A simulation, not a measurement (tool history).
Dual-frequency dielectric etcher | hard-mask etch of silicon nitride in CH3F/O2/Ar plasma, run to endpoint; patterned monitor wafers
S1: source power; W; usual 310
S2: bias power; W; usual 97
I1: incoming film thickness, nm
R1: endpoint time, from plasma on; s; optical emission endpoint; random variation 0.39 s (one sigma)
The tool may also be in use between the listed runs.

run 1 hour=0.0 | S1=310 S2=97 | I1=45.78 | R1=65.3
run 2 hour=10.2 | S1=310 S2=97 | I1=45.73 | R1=66.0
run 3 hour=17.4 | S1=310 S2=111 | I1=45.30 | R1=61.7
run 4 hour=35.3 | S1=310 S2=97 | I1=46.65 | R1=65.8
-- hour=48.6 source power generator calibrated
run 5 hour=50.7 | S1=310 S2=97 | I1=46.04 | R1=65.6
run 6 hour=60.1 | S1=310 S2=97 | I1=45.85 | R1=66.1
run 7 hour=74.5 | S1=310 S2=97 | I1=45.80 | R1=66.5
-- hour=121.1 wet clean of the chamber
-- hour=146.8 upper electrode replaced, of another model than before
run 8 hour=147.3 | S1=310 S2=97 | I1=46.11 | R1=62.0
run 9 hour=147.7 | S1=350 S2=97 | I1=45.85 | R1=57.6
run 10 hour=152.7 | S1=350 S2=97 | I1=45.81 | R1=56.9
run 11 hour=159.5 | S1=260 S2=97 | I1=45.61 | R1=71.1
run 12 hour=165.7 | S1=250 S2=85 | I1=45.36 | R1=78.4
-- hour=179.9 bias power generator calibrated
run 13 hour=180.4 | S1=310 S2=97 | I1=46.33 | R1=62.5
run 14 hour=185.0 | S1=240 S2=117 | I1=45.47 | R1=68.7
run 15 hour=201.7 | S1=290 S2=113 | I1=45.86 | R1=60.5
run 16 hour=219.4 | S1=260 S2=97 | I1=46.39 | R1=72.3
run 17 hour=228.4 | S1=270 S2=106 | I1=45.51 | R1=66.3
run 18 hour=239.1 | S1=390 S2=89 | I1=45.48 | R1=55.5
run 19 hour=248.8 | S1=360 S2=97 | I1=46.31 | R1=57.5
run 20 hour=262.5 | S1=340 S2=97 | I1=45.85 | R1=58.8
run 21 hour=270.4 | S1=380 S2=97 | I1=46.20 | R1=55.7
run 22 hour=285.6 | S1=310 S2=97 | I1=46.00 | R1=63.2
run 23 hour=292.8 | S1=330 S2=112 | I1=46.13 | R1=56.4
run 24 hour=305.7 | S1=310 S2=80 | I1=46.15 | R1=70.5
run 25 hour=322.4 | S1=310 S2=113 | I1=46.12 | R1=58.7
run 26 hour=332.2 | S1=330 S2=120 | I1=46.08 | R1=54.8
run 27 hour=347.9 | S1=390 S2=97 | I1=46.07 | R1=55.8
run 28 hour=354.6 | S1=260 S2=78 | I1=45.66 | R1=81.9
run 29 hour=370.3 | S1=310 S2=97 | I1=45.77 | R1=63.7
run 30 hour=381.6 | S1=310 S2=97 | I1=45.73 | R1=64.4
run 31 hour=389.2 | S1=310 S2=115 | I1=45.89 | R1=58.9
run 32 hour=414.1 | S1=250 S2=97 | I1=45.82 | R1=76.7
run 33 hour=421.6 | S1=250 S2=108 | I1=45.47 | R1=71.7
run 34 hour=434.1 | S1=310 S2=97 | I1=45.86 | R1=64.2

Forecast each of these 5 alternatives for the next run:
run A hour=434.5 | S1=370 S2=97 | I1=45.81 | R1=?
run B hour=434.5 | S1=380 S2=91 | I1=45.81 | R1=?
run C hour=434.5 | S1=310 S2=110 | I1=45.81 | R1=?
run D hour=434.5 | S1=310 S2=79 | I1=45.81 | R1=?
run E hour=434.5 | S1=360 S2=115 | I1=45.81 | R1=?

run=A R1=56.7
run=B R1=57.6
run=C R1=59.8
run=D R1=71.1
run=E R1=52.9
Without the tool's hidden state the same runs would have given:
run=A R1=54.7
run=B R1=55.6
run=C R1=57.7
run=D R1=68.7
run=E R1=51.1
